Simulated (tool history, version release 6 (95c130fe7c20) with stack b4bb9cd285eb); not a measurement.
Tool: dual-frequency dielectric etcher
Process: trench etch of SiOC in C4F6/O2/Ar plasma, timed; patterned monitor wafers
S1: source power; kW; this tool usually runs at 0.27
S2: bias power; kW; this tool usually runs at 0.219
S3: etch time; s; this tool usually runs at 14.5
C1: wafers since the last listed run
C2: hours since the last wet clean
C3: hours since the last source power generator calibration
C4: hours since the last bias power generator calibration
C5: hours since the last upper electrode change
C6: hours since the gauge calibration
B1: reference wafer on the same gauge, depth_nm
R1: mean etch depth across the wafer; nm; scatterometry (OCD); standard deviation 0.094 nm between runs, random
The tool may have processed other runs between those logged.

{"run": 1, "hour": 0.0, "S1": 0.31, "S2": 0.189, "S3": 14.5, "C1": 0, "C2": 268.8, "C3": 1280.7, "C4": 2396.4, "C5": 2609.2, "C6": 1113.4, "B1": 30.4, "R1": 25.84}
{"hour": 14.4, "done": "gauge calibrated"}
{"run": 2, "hour": 42.9, "S1": 0.31, "S2": 0.189, "S3": 14.5, "C1": 416, "C2": 311.7, "C3": 1323.6, "C4": 2439.3, "C5": 2652.1, "C6": 28.5, "B1": 30.39, "R1": 25.94}
{"run": 3, "hour": 94.1, "S1": 0.27, "S2": 0.219, "S3": 14.5, "C1": 496, "C2": 362.9, "C3": 1374.8, "C4": 2490.5, "C5": 2703.3, "C6": 79.7, "B1": 30.38, "R1": 26.41}
{"run": 4, "hour": 254.7, "S1": 0.27, "S2": 0.219, "S3": 14.5, "C1": 1557, "C2": 523.5, "C3": 1535.4, "C4": 2651.1, "C5": 2863.9, "C6": 240.3, "B1": 30.4, "R1": 26.42}
{"hour": 319.6, "done": "wet clean of the chamber"}
{"run": 5, "hour": 320.1, "S1": 0.27, "S2": 0.219, "S3": 14.5, "C1": 401, "C2": 0.5, "C3": 1600.8, "C4": 2716.5, "C5": 2929.3, "C6": 305.7, "B1": 30.41, "R1": 26.43}
{"run": 6, "hour": 494.4, "S1": 0.27, "S2": 0.219, "S3": 17, "C1": 1690, "C2": 174.8, "C3": 1775.1, "C4": 2890.8, "C5": 3103.6, "C6": 480, "B1": 30.4, "R1": 30.7}
{"run": 7, "hour": 562.9, "S1": 0.27, "S2": 0.219, "S3": 17, "C1": 664, "C2": 243.3, "C3": 1843.6, "C4": 2959.3, "C5": 3172.1, "C6": 548.5, "B1": 30.4, "R1": 30.84}
{"hour": 606.0, "done": "upper electrode replaced"}
{"hour": 615.2, "done": "bias power generator calibrated"}
{"run": 8, "hour": 631.3, "S1": 0.29, "S2": 0.219, "S3": 14.5, "C1": 391, "C2": 311.7, "C3": 1912, "C4": 16.1, "C5": 25.3, "C6": 616.9, "B1": 30.41, "R1": 27.56}
{"run": 9, "hour": 680.0, "S1": 0.29, "S2": 0.219, "S3": 14.5, "C1": 472, "C2": 360.4, "C3": 1960.7, "C4": 64.8, "C5": 74, "C6": 665.6, "B1": 30.41, "R1": 27.63}
{"run": 10, "hour": 726.8, "S1": 0.27, "S2": 0.219, "S3": 14.5, "C1": 453, "C2": 407.2, "C3": 2007.5, "C4": 111.6, "C5": 120.8, "C6": 712.4, "B1": 30.4, "R1": 26.79}
{"run": 11, "hour": 789.5, "S1": 0.27, "S2": 0.219, "S3": 14.5, "C1": 608, "C2": 469.9, "C3": 2070.2, "C4": 174.3, "C5": 183.5, "C6": 775.1, "B1": 30.4, "R1": 26.97}
{"run": 12, "hour": 838.3, "S1": 0.27, "S2": 0.219, "S3": 14.5, "C1": 473, "C2": 518.7, "C3": 2119, "C4": 223.1, "C5": 232.3, "C6": 823.9, "B1": 30.39, "R1": 27.04}
{"run": 13, "hour": 903.2, "S1": 0.27, "S2": 0.219, "S3": 14.5, "C1": 629, "C2": 583.6, "C3": 2183.9, "C4": 288, "C5": 297.2, "C6": 888.8, "B1": 30.41, "R1": 27.07}
{"run": 14, "hour": 943.2, "S1": 0.27, "S2": 0.219, "S3": 14.5, "C1": 388, "C2": 623.6, "C3": 2223.9, "C4": 328, "C5": 337.2, "C6": 928.8, "B1": 30.37, "R1": 26.85}
{"run": 15, "hour": 1000.8, "S1": 0.23, "S2": 0.182, "S3": 12.5, "C1": 558, "C2": 681.2, "C3": 2281.5, "C4": 385.6, "C5": 394.8, "C6": 986.4, "B1": 30.4, "R1": 19.82}
{"hour": 1027.3, "done": "wet clean of the chamber"}
{"run": 16, "hour": 1029.3, "S1": 0.27, "S2": 0.178, "S3": 14.5, "C1": 43, "C2": 2, "C3": 2310, "C4": 414.1, "C5": 423.3, "C6": 1014.9, "B1": 30.43, "R1": 24.09}
{"run": 17, "hour": 1060.5, "S1": 0.27, "S2": 0.219, "S3": 16.5, "C1": 302, "C2": 33.2, "C3": 2341.2, "C4": 445.3, "C5": 454.5, "C6": 1046.1, "B1": 30.39, "R1": 30.47}
{"hour": 1088.2, "done": "gauge calibrated"}
{"run": 18, "hour": 1130.2, "S1": 0.27, "S2": 0.219, "S3": 14.5, "C1": 676, "C2": 102.9, "C3": 2410.9, "C4": 515, "C5": 524.2, "C6": 42, "B1": 30.43, "R1": 26.8}
{"run": 19, "hour": 1182.0, "S1": 0.27, "S2": 0.219, "S3": 11.5, "C1": 502, "C2": 154.7, "C3": 2462.7, "C4": 566.8, "C5": 576, "C6": 93.8, "B1": 30.39, "R1": 21.32}
{"run": 20, "hour": 1236.5, "S1": 0.34, "S2": 0.219, "S3": 14.5, "C1": 528, "C2": 209.2, "C3": 2517.2, "C4": 621.3, "C5": 630.5, "C6": 148.3, "B1": 30.39, "R1": 29.2}
{"hour": 1280.2, "done": "source power generator calibrated"}
{"run": 21, "hour": 1298.0, "S1": 0.27, "S2": 0.219, "S3": 14.5, "C1": 557, "C2": 270.7, "C3": 17.8, "C4": 682.8, "C5": 692, "C6": 209.8, "B1": 30.36, "R1": 27.21}
{"run": 22, "hour": 1333.1, "S1": 0.27, "S2": 0.189, "S3": 11, "C1": 340, "C2": 305.8, "C3": 52.9, "C4": 717.9, "C5": 727.1, "C6": 244.9, "B1": 30.39, "R1": 19.15}
{"run": 23, "hour": 1444.4, "S1": 0.27, "S2": 0.199, "S3": 11, "C1": 1079, "C2": 417.1, "C3": 164.2, "C4": 829.2, "C5": 838.4, "C6": 356.2, "B1": 30.4, "R1": 19.62}
{"run": 24, "hour": 1509.5, "S1": 0.23, "S2": 0.253, "S3": 16.5, "C1": 631, "C2": 482.2, "C3": 229.3, "C4": 894.3, "C5": 903.5, "C6": 421.3, "B1": 30.39, "R1": 31.52}
{"run": 25, "hour": 1542.2, "S1": 0.27, "S2": 0.219, "S3": 17, "C1": 317, "C2": 514.9, "C3": 262, "C4": 927, "C5": 936.2, "C6": 454, "B1": 30.41, "R1": 31.89}
{"hour": 1614.6, "done": "wet clean of the chamber"}
{"run": 26, "hour": 1615.1, "S1": 0.32, "S2": 0.184, "S3": 12.5, "C1": 474, "C2": 0.5, "C3": 334.9, "C4": 999.9, "C5": 1009.1, "C6": 526.9, "B1": 30.42, "R1": 22.68}
{"run": 27, "hour": 1658.2, "S1": 0.21, "S2": 0.238, "S3": 14.5, "C1": 418, "C2": 43.6, "C3": 378, "C4": 1043, "C5": 1052.2, "C6": 570, "B1": 30.38, "R1": 25.92}
{"run": 28, "hour": 1722.6, "S1": 0.27, "S2": 0.219, "S3": 14.5, "C1": 624, "C2": 108, "C3": 442.4, "C4": 1107.4, "C5": 1116.6, "C6": 634.4, "B1": 30.38, "R1": 27.11}
{"run": 29, "hour": 1760.1, "S1": 0.27, "S2": 0.185, "S3": 17.5, "C1": 363, "C2": 145.5, "C3": 479.9, "C4": 1144.9, "C5": 1154.1, "C6": 671.9, "B1": 30.41, "R1": 29.92}

Each row is a separate what-if for the run after 29, all from the same tool condition, not one after another. Results?
{"run": "A", "hour": 1760.5, "S1": 0.27, "S2": 0.219, "S3": 14.5, "C1": 3, "C2": 145.9, "C3": 480.3, "C4": 1145.3, "C5": 1154.5, "C6": 672.3, "B1": "?", "R1": "?"}
{"run": "B", "hour": 1760.5, "S1": 0.33, "S2": 0.181, "S3": 13, "C1": 3, "C2": 145.9, "C3": 480.3, "C4": 1145.3, "C5": 1154.5, "C6": 672.3, "B1": "?", "R1": "?"}
{"run": "C", "hour": 1760.5, "S1": 0.24, "S2": 0.248, "S3": 14.5, "C1": 3, "C2": 145.9, "C3": 480.3, "C4": 1145.3, "C5": 1154.5, "C6": 672.3, "B1": "?", "R1": "?"}
{"run": "D", "hour": 1760.5, "S1": 0.32, "S2": 0.271, "S3": 10.5, "C1": 3, "C2": 145.9, "C3": 480.3, "C4": 1145.3, "C5": 1154.5, "C6": 672.3, "B1": "?", "R1": "?"}

run=A B1=30.41 R1=26.98
run=B B1=30.41 R1=23.57
run=C B1=30.41 R1=27.56
run=D B1=30.41 R1=23.12
Stripped of hidden state, with their random variation kept, the same runs would have yielded:
run=A R1=27.34
run=B R1=23.87
run=C R1=27.93
run=D R1=23.42
